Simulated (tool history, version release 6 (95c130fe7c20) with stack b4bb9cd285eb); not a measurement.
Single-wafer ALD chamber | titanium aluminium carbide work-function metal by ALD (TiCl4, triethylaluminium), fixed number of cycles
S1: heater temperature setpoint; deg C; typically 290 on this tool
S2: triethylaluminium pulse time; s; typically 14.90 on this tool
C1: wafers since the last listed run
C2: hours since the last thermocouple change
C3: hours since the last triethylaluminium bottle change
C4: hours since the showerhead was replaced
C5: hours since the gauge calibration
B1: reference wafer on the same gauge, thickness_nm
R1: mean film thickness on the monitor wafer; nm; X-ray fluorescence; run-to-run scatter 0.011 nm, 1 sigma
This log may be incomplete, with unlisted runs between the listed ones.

run 1 hour=0.0 | S1=283 S2=14.90 | C1=0 C2=475.0 C3=728.4 C4=3638.8 C5=606.5 | B1=2.288 | R1=2.178
run 2 hour=66.0 | S1=283 S2=14.90 | C1=631 C2=541.0 C3=794.4 C4=3704.8 C5=672.5 | B1=2.289 | R1=2.182
-- hour=69.5 gauge calibrated
run 3 hour=115.1 | S1=283 S2=14.90 | C1=470 C2=590.1 C3=843.5 C4=3753.9 C5=45.6 | B1=2.291 | R1=2.166
run 4 hour=159.1 | S1=284 S2=14.90 | C1=421 C2=634.1 C3=887.5 C4=3797.9 C5=89.6 | B1=2.291 | R1=2.196
run 5 hour=209.0 | S1=284 S2=14.90 | C1=477 C2=684.0 C3=937.4 C4=3847.8 C5=139.5 | B1=2.292 | R1=2.165
run 6 hour=257.3 | S1=290 S2=18.87 | C1=462 C2=732.3 C3=985.7 C4=3896.1 C5=187.8 | B1=2.291 | R1=2.301
run 7 hour=293.7 | S1=290 S2=14.90 | C1=348 C2=768.7 C3=1022.1 C4=3932.5 C5=224.2 | B1=2.292 | R1=2.263
run 8 hour=343.1 | S1=290 S2=14.90 | C1=472 C2=818.1 C3=1071.5 C4=3981.9 C5=273.6 | B1=2.295 | R1=2.240
run 9 hour=381.7 | S1=290 S2=14.90 | C1=369 C2=856.7 C3=1110.1 C4=4020.5 C5=312.2 | B1=2.286 | R1=2.249
run 10 hour=430.9 | S1=290 S2=14.90 | C1=471 C2=905.9 C3=1159.3 C4=4069.7 C5=361.4 | B1=2.289 | R1=2.245
run 11 hour=459.3 | S1=290 S2=14.90 | C1=271 C2=934.3 C3=1187.7 C4=4098.1 C5=389.8 | B1=2.290 | R1=2.244
run 12 hour=528.5 | S1=290 S2=14.90 | C1=662 C2=1003.5 C3=1256.9 C4=4167.3 C5=459.0 | B1=2.289 | R1=2.239
run 13 hour=562.6 | S1=290 S2=14.90 | C1=326 C2=1037.6 C3=1291.0 C4=4201.4 C5=493.1 | B1=2.291 | R1=2.248
run 14 hour=632.3 | S1=290 S2=14.90 | C1=667 C2=1107.3 C3=1360.7 C4=4271.1 C5=562.8 | B1=2.289 | R1=2.223
run 15 hour=671.6 | S1=283 S2=9.14 | C1=376 C2=1146.6 C3=1400.0 C4=4310.4 C5=602.1 | B1=2.288 | R1=1.915
-- hour=704.9 showerhead replaced
run 16 hour=705.4 | S1=285 S2=17.24 | C1=247 C2=1180.4 C3=1433.8 C4=0.5 C5=635.9 | B1=2.291 | R1=2.227
-- hour=728.6 gauge calibrated
run 17 hour=743.5 | S1=280 S2=18.08 | C1=364 C2=1218.5 C3=1471.9 C4=38.6 C5=14.9 | B1=2.288 | R1=2.169
run 18 hour=814.2 | S1=290 S2=14.90 | C1=676 C2=1289.2 C3=1542.6 C4=109.3 C5=85.6 | B1=2.291 | R1=2.212
run 19 hour=852.0 | S1=298 S2=11.12 | C1=361 C2=1327.0 C3=1580.4 C4=147.1 C5=123.4 | B1=2.291 | R1=2.141
run 20 hour=880.8 | S1=290 S2=14.90 | C1=275 C2=1355.8 C3=1609.2 C4=175.9 C5=152.2 | B1=2.287 | R1=2.210
-- hour=892.7 triethylaluminium bottle replaced
run 21 hour=906.0 | S1=283 S2=11.63 | C1=164 C2=1381.0 C3=13.3 C4=201.1 C5=177.4 | B1=2.293 | R1=2.175
-- hour=969.1 thermocouple changed; heater temperature recalibrated
run 22 hour=973.0 | S1=290 S2=14.90 | C1=564 C2=3.9 C3=80.3 C4=268.1 C5=244.4 | B1=2.289 | R1=2.217
run 23 hour=1024.2 | S1=285 S2=17.58 | C1=490 C2=55.1 C3=131.5 C4=319.3 C5=295.6 | B1=2.289 | R1=2.174
run 24 hour=1092.7 | S1=301 S2=18.78 | C1=655 C2=123.6 C3=200.0 C4=387.8 C5=364.1 | B1=2.293 | R1=2.349
run 25 hour=1147.5 | S1=301 S2=18.78 | C1=524 C2=178.4 C3=254.8 C4=442.6 C5=418.9 | B1=2.291 | R1=2.365
run 26 hour=1213.2 | S1=290 S2=14.90 | C1=629 C2=244.1 C3=320.5 C4=508.3 C5=484.6 | B1=2.287 | R1=2.236
run 27 hour=1255.1 | S1=304 S2=16.79 | C1=401 C2=286.0 C3=362.4 C4=550.2 C5=526.5 | B1=2.292 | R1=2.410
run 28 hour=1284.2 | S1=283 S2=10.95 | C1=278 C2=315.1 C3=391.5 C4=579.3 C5=555.6 | B1=2.291 | R1=2.090

Selected run-to-run steps in R1, each split into two signed amounts: the part the tool would show with no hidden state at all (from settings, incoming material and random variation), and the remainder, which goes to the hidden state together with any gauge scatter not common to the measured and the hidden-state-free results:
Hidden state at play: wafer temperature above the value expected at the setpoint (K); triethylaluminium dose above that of a fresh bottle (%); gauge reads high (%).
Run 14 -> 15: S1 290 -> 283, S2 14.90 -> 9.14. R1 -0.308 nm: hidden state -0.144, all else -0.164.
Run 15 -> 16: S1 283 -> 285, S2 9.14 -> 17.24, showerhead replaced. R1 +0.312 nm: hidden state +0.167, all else +0.145.
Run 27 -> 28: S1 304 -> 283, S2 16.79 -> 10.95. R1 -0.320 nm: hidden state -0.033, all else -0.287.
